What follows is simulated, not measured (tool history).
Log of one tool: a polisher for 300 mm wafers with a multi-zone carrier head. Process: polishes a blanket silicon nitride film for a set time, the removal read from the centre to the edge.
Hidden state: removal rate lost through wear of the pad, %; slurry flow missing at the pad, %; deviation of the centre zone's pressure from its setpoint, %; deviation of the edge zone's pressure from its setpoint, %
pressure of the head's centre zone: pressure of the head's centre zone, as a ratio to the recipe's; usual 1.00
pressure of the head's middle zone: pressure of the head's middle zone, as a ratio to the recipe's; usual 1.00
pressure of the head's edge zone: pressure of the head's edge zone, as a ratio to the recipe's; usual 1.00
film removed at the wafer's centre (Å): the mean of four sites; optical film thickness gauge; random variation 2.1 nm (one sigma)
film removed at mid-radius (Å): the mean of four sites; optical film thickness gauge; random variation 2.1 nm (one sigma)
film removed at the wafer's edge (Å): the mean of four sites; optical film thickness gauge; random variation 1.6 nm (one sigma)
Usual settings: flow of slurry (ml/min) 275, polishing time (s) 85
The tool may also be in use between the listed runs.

run,day,flow of slurry (ml/min),pressure of the head's centre zone,pressure of the head's middle zone,pressure of the head's edge zone,polishing time (s),wafers since the last listed run,wafers polished on this pad,hours since the slurry nozzle was cleaned,hours since the centre zone pressure was calibrated,hours since the edge zone pressure was calibrated,hours since the carrier head's membrane was replaced,"incoming thickness of the incoming film, nm",film removed at the wafer's centre (Å),film removed at mid-radius (Å),film removed at the wafer's edge (Å)
1,0.000,200,1.00,1.04,1.06,62,0,1513,123.9,123.4,99.3,242.6,719.8,1077,1114,1111
2,0.821,275,1.00,0.91,1.08,85,198,1711,143.6,143.1,119.0,262.3,728.5,1471,1345,1547
3,1.379,275,1.00,1.00,1.00,85,134,1846,157.0,156.5,132.4,275.7,730.7,1454,1479,1485
4,2.862,275,1.00,0.96,1.00,85,358,2205,192.6,192.1,168.0,311.3,721.8,1447,1427,1440
5,3.621,275,1.00,1.00,0.94,85,183,2388,210.8,210.3,186.2,329.5,724.6,1400,1404,1399
6,4.733,275,1.00,1.03,1.00,57,268,2657,237.5,237.0,212.9,356.2,721.8,949,951,922
# day 4.912: slurry nozzle cleaned
# day 5.196: worn pad replaced by a new one, of another model than before
7,6.150,305,1.09,1.00,1.06,68,292,230,29.7,271.0,246.9,390.2,733.2,1397,1308,1332
8,6.975,275,1.00,1.00,1.00,85,199,430,49.5,290.8,266.7,410.0,730.8,1601,1645,1633
9,8.346,210,0.89,1.00,1.00,85,331,761,82.4,323.7,299.6,442.9,730.4,1455,1558,1550
10,9.496,275,0.94,1.07,1.00,85,278,1039,110.0,351.3,327.2,470.5,729.8,1476,1666,1566
11,10.117,320,1.00,1.00,1.00,71,150,1189,124.9,366.2,342.1,485.4,720.1,1301,1278,1301
12,11.350,185,1.00,1.00,1.00,70,298,1488,154.5,395.8,371.7,515.0,726.9,1236,1268,1250
# day 13.654: slurry nozzle cleaned
# day 14.908: worn pad replaced by a new one
13,15.758,275,1.00,1.00,1.00,85,1015,205,50.5,501.6,477.5,620.8,728.4,1567,1610,1635
14,16.550,275,1.00,1.00,1.00,85,191,396,69.5,520.6,496.5,639.8,735.7,1589,1633,1623
# day 18.092: carrier head's membrane replaced by a new one
15,18.112,240,1.00,1.00,1.00,85,327,724,107.0,558.1,534.0,0.5,726.9,1541,1554,1539
16,18.758,275,1.00,1.00,0.94,85,156,880,122.5,573.6,549.5,16.0,721.6,1520,1515,1513
# day 19.962: edge zone pressure recalibrated
17,20.454,340,1.00,1.00,1.00,85,389,1270,163.2,614.3,11.8,56.7,721.9,1540,1525,1552
18,21.450,275,1.00,1.00,1.00,85,240,1510,187.1,638.2,35.7,80.6,741.2,1510,1503,1473
19,22.658,275,1.00,1.00,1.00,85,292,1803,216.1,667.2,64.7,109.6,727.2,1446,1460,1480
20,23.242,275,1.00,0.93,1.00,85,141,1944,230.1,681.2,78.7,123.6,714.9,1426,1357,1485
# day 24.033: slurry nozzle cleaned
# day 24.188: worn pad replaced by a new one
21,24.208,210,0.96,1.00,1.00,85,186,4,4.2,704.4,101.9,146.8,725.3,1550,1575,1631
22,25.254,275,0.92,1.00,0.94,85,252,257,29.3,729.5,127.0,171.9,730.1,1510,1604,1575

Hidden state or all else? Some run-to-run changes of film removed at the wafer's centre (Å), split into what the settings, what came in and random variation would give without the hidden state, and what is left for the hidden state (with any gauge scatter that isn't in both results):
Run 5 -> 6: pressure of the head's middle zone 1.00 -> 1.03, pressure of the head's edge zone 0.94 -> 1.00, polishing time (s) 85 -> 57. film removed at the wafer's centre (Å) -451: hidden state +49, all else -500.
Run 6 -> 7: flow of slurry (ml/min) 275 -> 305, pressure of the head's centre zone 1.00 -> 1.09, pressure of the head's middle zone 1.03 -> 1.00, pressure of the head's edge zone 1.00 -> 1.06, polishing time (s) 57 -> 68, slurry nozzle cleaned, worn pad replaced by a new one, of another model than before. film removed at the wafer's centre (Å) +448: hidden state +136, all else +312.
Run 20 -> 21: flow of slurry (ml/min) 275 -> 210, pressure of the head's centre zone 1.00 -> 0.96, pressure of the head's middle zone 0.93 -> 1.00, slurry nozzle cleaned, worn pad replaced by a new one. film removed at the wafer's centre (Å) +124: hidden state +152, all else -28.

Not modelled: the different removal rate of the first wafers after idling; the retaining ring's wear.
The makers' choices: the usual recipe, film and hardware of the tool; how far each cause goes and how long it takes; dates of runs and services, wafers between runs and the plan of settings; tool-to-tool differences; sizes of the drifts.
